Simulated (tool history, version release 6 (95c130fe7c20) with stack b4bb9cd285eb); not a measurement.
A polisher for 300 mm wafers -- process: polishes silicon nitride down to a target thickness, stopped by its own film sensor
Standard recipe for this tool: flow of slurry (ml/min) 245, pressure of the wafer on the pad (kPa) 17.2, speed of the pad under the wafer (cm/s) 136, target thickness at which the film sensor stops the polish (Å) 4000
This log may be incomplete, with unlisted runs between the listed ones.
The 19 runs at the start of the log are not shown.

run     day  flow of slurry (ml/min)  pressure of the wafer on the pad (kPa)  speed of the pad under the wafer (cm/s)  target thickness at which the film sensor stops the polish (Å)  wafers since the last listed run  wafers polished on this pad  hours since the slurry nozzle was cleaned  hours since the head pressure was calibrated  incoming thickness of the incoming film, nm  time until the film sensor stopped the polish (s)
     10.267  -- head pressure recalibrated
     10.408  -- worn pad replaced by a new one
 20  10.875                      320                                    17.2                                      136                                                            4220                               336                          168                                      453.0                                          14.6                                        502.3                                               62.6
 21  11.625                      245                                    20.7                                      136                                                            3670                               269                          438                                      471.0                                          32.6                                        500.7                                               98.4
 22  12.233                      245                                    17.2                                      164                                                            4170                               218                          657                                      485.6                                          47.2                                        507.7                                               68.1
 23  12.950                      245                                    17.2                                      136                                                            4000                               257                          915                                      502.8                                          64.4                                        505.0                                               86.3
     13.167  -- slurry nozzle cleaned
 24  13.212                      245                                    17.2                                      136                                                            4000                                79                          994                                        1.1                                          70.7                                        498.6                                               73.6
 25  13.650                      245                                    17.2                                      136                                                            4000                               157                         1152                                       11.6                                          81.2                                        506.2                                               80.0
 26  13.992                      245                                    19.3                                      136                                                            4000                               122                         1275                                       19.8                                          89.4                                        504.4                                               75.4
 27  14.488                      245                                    17.2                                      136                                                            4000                               178                         1453                                       31.7                                         101.3                                        490.5                                               69.6
     14.971  -- worn pad replaced by a new one
 28  15.038                      245                                    17.2                                      160                                                            4000                               137                           23                                       44.9                                         114.5                                        491.1                                               63.7
 29  17.167                      170                                    15.2                                      136                                                            3880                               766                          790                                       96.0                                         165.6                                        493.2                                               95.5
 30  17.742                      190                                    19.3                                       96                                                            4280                               206                          997                                      109.8                                         179.4                                        502.7                                               72.7
 31  18.292                      275                                    17.2                                       90                                                            4130                               197                         1195                                      123.0                                         192.6                                        497.2                                               83.2

Each row is a separate what-if for the run after 31, all from the same tool condition, not one after another. Results?
  A  18.308                      245                                    17.2                                      136                                                            4000                                 5                         1201                                      123.4                                         193.0                                        502.6                                                  ?
  B  18.308                      195                                    15.2                                       92                                                            4260                                 5                         1201                                      123.4                                         193.0                                        502.6                                                  ?
  C  18.308                      245                                    12.4                                      136                                                            4000                                 5                         1201                                      123.4                                         193.0                                        502.6                                                  ?
  D  18.308                      270                                    15.2                                      106                                                            3700                                 5                         1201                                      123.4                                         193.0                                        502.6                                                  ?
  E  18.308                      305                                    17.2                                      136                                                            4000                                 5                         1201                                      123.4                                         193.0                                        502.6                                                  ?

run  time until the film sensor stopped the polish (s)
  A                                               81.7
  B                                               85.7
  C                                               98.2
  D                                              129.8
  E                                               79.3
What these runs would have given with no unlogged condition in the tool:
run  time until the film sensor stopped the polish (s)
  A                                               75.4
  B                                               78.4
  C                                               90.7
  D                                              120.2
  E                                               73.7

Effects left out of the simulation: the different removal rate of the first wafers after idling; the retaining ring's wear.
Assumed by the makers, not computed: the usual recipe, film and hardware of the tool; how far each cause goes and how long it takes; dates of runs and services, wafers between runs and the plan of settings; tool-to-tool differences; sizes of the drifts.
